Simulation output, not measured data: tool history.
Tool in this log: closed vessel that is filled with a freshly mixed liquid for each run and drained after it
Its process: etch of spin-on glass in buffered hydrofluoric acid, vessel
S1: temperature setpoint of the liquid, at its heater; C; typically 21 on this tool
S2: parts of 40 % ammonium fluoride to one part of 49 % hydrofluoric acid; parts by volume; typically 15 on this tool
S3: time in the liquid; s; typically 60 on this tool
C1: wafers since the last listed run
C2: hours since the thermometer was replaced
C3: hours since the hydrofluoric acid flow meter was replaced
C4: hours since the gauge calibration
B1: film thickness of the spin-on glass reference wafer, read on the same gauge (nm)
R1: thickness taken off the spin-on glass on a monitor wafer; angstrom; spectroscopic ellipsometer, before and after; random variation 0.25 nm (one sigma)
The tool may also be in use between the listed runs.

Run 1, day 0: usual settings but S3 70 s; C1 0; C2 2104.9; C3 1374.6; C4 62.6; B1 90.02. Result: R1 659.9 angstrom.
Run 2, day 0.708: usual settings but S3 40 s; C1 2572; C2 2121.9; C3 1391.6; C4 79.6; B1 90.01. Result: R1 373.6 angstrom.
Run 3, day 1.196: usual settings but S3 40 s; C1 1770; C2 2133.6; C3 1403.3; C4 91.3; B1 90.01. Result: R1 379.2 angstrom.
Run 4, day 1.792: usual settings but S3 40 s; C1 2163; C2 2147.9; C3 1417.6; C4 105.6; B1 90.01. Result: R1 374.1 angstrom.
Run 5, day 2.217: usual settings; C1 1543; C2 2158.1; C3 1427.8; C4 115.8; B1 89.97. Result: R1 562.8 angstrom.
Run 6, day 2.583: usual settings but S3 80 s; C1 1331; C2 2166.9; C3 1436.6; C4 124.6; B1 90.01. Result: R1 751 angstrom.
Run 7, day 2.862: usual settings but S1 20 C; C1 1013; C2 2173.6; C3 1443.3; C4 131.3; B1 89.94. Result: R1 529.2 angstrom.
Run 8, day 3.371: usual settings; C1 1845; C2 2185.8; C3 1455.5; C4 143.5; B1 90.03. Result: R1 559.5 angstrom.
Run 9, day 4.079: usual settings; C1 2572; C2 2202.8; C3 1472.5; C4 160.5; B1 89.97. Result: R1 561.2 angstrom.
Run 10, day 4.479: usual settings; C1 1452; C2 2212.4; C3 1482.1; C4 170.1; B1 89.99. Result: R1 561.3 angstrom.
Run 11, day 5.1: usual settings; C1 2254; C2 2227.3; C3 1497; C4 185; B1 90.02. Result: R1 557.8 angstrom.
Run 12, day 5.642: usual settings; C1 1966; C2 2240.3; C3 1510; C4 198; B1 90. Result: R1 563.3 angstrom.
Run 13, day 6.183: usual settings but S2 18.5 parts by volume; C1 1966; C2 2253.3; C3 1523; C4 211; B1 89.99. Result: R1 456.7 angstrom.
Run 14, day 6.442: usual settings but S2 18.5 parts by volume; C1 938; C2 2259.5; C3 1529.2; C4 217.2; B1 90.03. Result: R1 451.7 angstrom.
Run 15, day 6.875: usual settings; C1 1573; C2 2269.9; C3 1539.6; C4 227.6; B1 90.02. Result: R1 558.7 angstrom.
Run 16, day 7.125: usual settings; C1 907; C2 2275.9; C3 1545.6; C4 233.6; B1 89.98. Result: R1 560.6 angstrom.
Run 17, day 7.596: usual settings; C1 1709; C2 2287.2; C3 1556.9; C4 244.9; B1 89.97. Result: R1 558.5 angstrom.
Run 18, day 8.333: usual settings but S2 11 parts by volume, S3 80 s; C1 2678; C2 2304.9; C3 1574.6; C4 262.6; B1 90.03. Result: R1 1003 angstrom.
Run 19, day 9.862: usual settings; C1 5552; C2 2341.6; C3 1611.3; C4 299.3; B1 90.03. Result: R1 556.1 angstrom.
Run 20, day 10.371: usual settings but S1 25 C, S2 9.5 parts by volume, S3 90 s; C1 1845; C2 2353.8; C3 1623.5; C4 311.5; B1 89.98. Result: R1 1631.7 angstrom.
Run 21, day 10.929: usual settings but S1 25.5 C, S3 80 s; C1 2027; C2 2367.2; C3 1636.9; C4 324.9; B1 90.04. Result: R1 951.2 angstrom.
Run 22, day 11.533: usual settings; C1 2193; C2 2381.7; C3 1651.4; C4 339.4; B1 90. Result: R1 553.4 angstrom.
Run 23, day 12.088: usual settings; C1 2012; C2 2395; C3 1664.7; C4 352.7; B1 89.98. Result: R1 553.8 angstrom.
At day 12.425: hydrofluoric acid flow meter replaced.
Run 24, day 12.521: usual settings but S3 50 s; C1 1422; C2 2405.4; C3 2.3; C4 363.1; B1 90. Result: R1 504.7 angstrom.
At day 12.796: gauge calibrated.
Run 25, day 12.858: usual settings but S2 13 parts by volume, S3 40 s; C1 1225; C2 2413.5; C3 10.4; C4 1.5; B1 90.05. Result: R1 465.5 angstrom.
Run 26, day 13.95: usual settings but S1 24 C, S2 17 parts by volume, S3 40 s; C1 3964; C2 2439.7; C3 36.6; C4 27.7; B1 90. Result: R1 422 angstrom.
At day 14.35: thermometer replaced.
Run 27, day 14.975: usual settings but S1 17 C, S2 18 parts by volume, S3 30 s; C1 3570; C2 15; C3 61.2; C4 52.3; B1 90.02. Result: R1 201.6 angstrom.
Run 28, day 15.225: usual settings but S1 22.5 C, S2 10 parts by volume; C1 907; C2 21; C3 67.2; C4 58.3; B1 90.01. Result: R1 975.6 angstrom.
Run 29, day 15.604: usual settings but S1 18 C, S2 11 parts by volume, S3 80 s; C1 1376; C2 30.1; C3 76.3; C4 67.4; B1 90. Result: R1 916.5 angstrom.
Run 30, day 15.979: usual settings but S1 17 C, S3 40 s; C1 1361; C2 39.1; C3 85.3; C4 76.4; B1 90.01. Result: R1 320.2 angstrom.
Run 31, day 16.371: usual settings but S1 25 C, S2 18.5 parts by volume, S3 70 s; C1 1422; C2 48.5; C3 94.7; C4 85.8; B1 90.01. Result: R1 712 angstrom.
Run 32, day 17.025: usual settings but S1 23.5 C, S2 18 parts by volume, S3 80 s; C1 2375; C2 64.2; C3 110.4; C4 101.5; B1 90.05. Result: R1 770.8 angstrom.
Run 33, day 17.592: usual settings; C1 2057; C2 77.8; C3 124; C4 115.1; B1 90.01. Result: R1 597.7 angstrom.
Run 34, day 18.304: usual settings but S1 24.5 C, S3 80 s; C1 2587; C2 94.9; C3 141.1; C4 132.2; B1 90.02. Result: R1 967.5 angstrom.

Hidden state at the last listed run before each entry between runs and at the first one after, where it differs:
After run 23, before run 24: hydrofluoric acid flow meter replaced (day 12.425)
  hydrofluoric acid flow below the setpoint (%): 9.63 -> 1.26
  measured less the result without the state, R1: -58.1 -> -6.4 angstrom
After run 24, before run 25: gauge calibrated (day 12.796)
  hydrofluoric acid flow below the setpoint (%): 1.26 -> 1.31
  measured less the result without the state, R1: -6.4 -> -6.1 angstrom
After run 26, before run 27: thermometer replaced (day 14.35)
  hydrofluoric acid flow below the setpoint (%): 1.46 -> 1.6
  measured less the result without the state, R1: -6.2 -> -3.2 angstrom

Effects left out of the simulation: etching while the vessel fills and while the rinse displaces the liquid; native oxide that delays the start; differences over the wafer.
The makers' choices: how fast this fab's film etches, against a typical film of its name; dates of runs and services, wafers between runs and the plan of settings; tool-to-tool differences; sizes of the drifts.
